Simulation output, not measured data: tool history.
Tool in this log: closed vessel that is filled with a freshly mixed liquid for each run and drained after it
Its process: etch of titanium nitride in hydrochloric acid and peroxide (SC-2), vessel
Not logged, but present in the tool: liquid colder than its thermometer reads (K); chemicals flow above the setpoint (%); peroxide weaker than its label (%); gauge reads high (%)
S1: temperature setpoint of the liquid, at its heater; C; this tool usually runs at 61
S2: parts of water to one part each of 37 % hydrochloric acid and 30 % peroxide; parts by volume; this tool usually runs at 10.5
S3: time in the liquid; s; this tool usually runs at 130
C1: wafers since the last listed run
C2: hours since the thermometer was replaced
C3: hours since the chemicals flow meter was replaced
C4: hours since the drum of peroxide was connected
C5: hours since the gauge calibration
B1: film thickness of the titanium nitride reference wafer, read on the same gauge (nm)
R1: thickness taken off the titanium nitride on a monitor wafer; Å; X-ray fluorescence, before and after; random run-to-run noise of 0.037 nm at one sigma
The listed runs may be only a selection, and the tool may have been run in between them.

run 1 day=0 | S1=57 S2=10.5 S3=130 | C1=0 C2=760.9 C3=1540.3 C4=306.7 C5=506.1 | B1=149.962 | R1=30.02
run 2 day=0.771 | S1=57 S2=10.5 S3=130 | C1=2121 C2=779.4 C3=1558.8 C4=325.2 C5=524.6 | B1=149.992 | R1=30.03
run 3 day=1.538 | S1=61 S2=10.5 S3=130 | C1=2110 C2=797.8 C3=1577.2 C4=343.6 C5=543 | B1=149.994 | R1=37.89
run 4 day=2.979 | S1=61 S2=10.5 S3=130 | C1=3968 C2=832.4 C3=1611.8 C4=378.2 C5=577.6 | B1=149.997 | R1=38.33
run 5 day=4.258 | S1=61 S2=10.5 S3=130 | C1=3521 C2=863.1 C3=1642.5 C4=408.9 C5=608.3 | B1=150.018 | R1=38.55
run 6 day=5.292 | S1=58 S2=10.5 S3=130 | C1=2844 C2=887.9 C3=1667.3 C4=433.7 C5=633.1 | B1=149.991 | R1=31.79
run 7 day=6.596 | S1=58 S2=10.5 S3=130 | C1=3590 C2=919.2 C3=1698.6 C4=465 C5=664.4 | B1=150.026 | R1=32.26
run 8 day=7.125 | S1=61 S2=10.5 S3=175 | C1=1456 C2=931.9 C3=1711.3 C4=477.7 C5=677.1 | B1=149.998 | R1=51.08
run 9 day=8.492 | S1=61 S2=10.5 S3=175 | C1=3762 C2=964.7 C3=1744.1 C4=510.5 C5=709.9 | B1=150.015 | R1=52.25
run 10 day=9.025 | S1=61 S2=10.5 S3=175 | C1=1468 C2=977.5 C3=1756.9 C4=523.3 C5=722.7 | B1=149.979 | R1=51.83
run 11 day=9.608 | S1=54.5 S2=10.5 S3=130 | C1=1605 C2=991.5 C3=1770.9 C4=537.3 C5=736.7 | B1=149.991 | R1=25.7
run 12 day=10.929 | S1=54.5 S2=10.5 S3=130 | C1=3636 C2=1023.2 C3=1802.6 C4=569 C5=768.4 | B1=150.003 | R1=25.3
run 13 day=11.629 | S1=61 S2=10.5 S3=130 | C1=1926 C2=1040 C3=1819.4 C4=585.8 C5=785.2 | B1=150.004 | R1=38.75
run 14 day=12.321 | S1=61 S2=10.5 S3=175 | C1=1904 C2=1056.6 C3=1836 C4=602.4 C5=801.8 | B1=149.993 | R1=51.33
run 15 day=12.992 | S1=61 S2=10.5 S3=130 | C1=1846 C2=1072.7 C3=1852.1 C4=618.5 C5=817.9 | B1=150.02 | R1=38.45
-- day=13.642 chemicals flow meter replaced
-- day=13.904 gauge calibrated
-- day=14.9 new drum of peroxide connected
run 16 day=17.312 | S1=70.5 S2=10.5 S3=130 | C1=11665 C2=1176.4 C3=88.1 C4=57.9 C5=81.8 | B1=150.038 | R1=67.97
run 17 day=18.45 | S1=56.5 S2=12.5 S3=185 | C1=3131 C2=1203.7 C3=115.4 C4=85.2 C5=109.1 | B1=149.979 | R1=35.66
run 18 day=19.854 | S1=61 S2=10.5 S3=130 | C1=3865 C2=1237.4 C3=149.1 C4=118.9 C5=142.8 | B1=149.993 | R1=38.74
run 19 day=20.658 | S1=61 S2=7.5 S3=75 | C1=2213 C2=1256.7 C3=168.4 C4=138.2 C5=162.1 | B1=150.007 | R1=29.29
run 20 day=21.658 | S1=61 S2=10.5 S3=130 | C1=2752 C2=1280.7 C3=192.4 C4=162.2 C5=186.1 | B1=149.964 | R1=39.19
run 21 day=23.075 | S1=61 S2=10.5 S3=130 | C1=3899 C2=1314.7 C3=226.4 C4=196.2 C5=220.1 | B1=149.999 | R1=38.94
-- day=23.421 thermometer replaced
run 22 day=24.267 | S1=61 S2=10.5 S3=75 | C1=3165 C2=20.3 C3=255 C4=224.8 C5=248.7 | B1=149.996 | R1=22.14
run 23 day=24.829 | S1=61 S2=10.5 S3=130 | C1=1548 C2=33.8 C3=268.5 C4=238.3 C5=262.2 | B1=149.99 | R1=38.63
run 24 day=26.288 | S1=61 S2=13.5 S3=130 | C1=4014 C2=68.8 C3=303.5 C4=273.3 C5=297.2 | B1=150.001 | R1=30.84
run 25 day=27.521 | S1=66 S2=9 S3=75 | C1=3395 C2=98.4 C3=333.1 C4=302.9 C5=326.8 | B1=149.999 | R1=33.96
run 26 day=28.342 | S1=53 S2=8.5 S3=130 | C1=2259 C2=118.1 C3=352.8 C4=322.6 C5=346.5 | B1=150.011 | R1=27.4
run 27 day=29.329 | S1=61 S2=6 S3=130 | C1=2718 C2=141.8 C3=376.5 C4=346.3 C5=370.2 | B1=149.996 | R1=60.16
run 28 day=30.008 | S1=67.5 S2=6 S3=195 | C1=1869 C2=158.1 C3=392.8 C4=362.6 C5=386.5 | B1=150.001 | R1=133.45

The tool's hidden state at each run:
liquid colder than its thermometer reads (K): 0 at every run
chemicals flow above the setpoint (%): 0 at every run
peroxide weaker than its label (%): 0 at every run
gauge reads high (%): 0 at every run
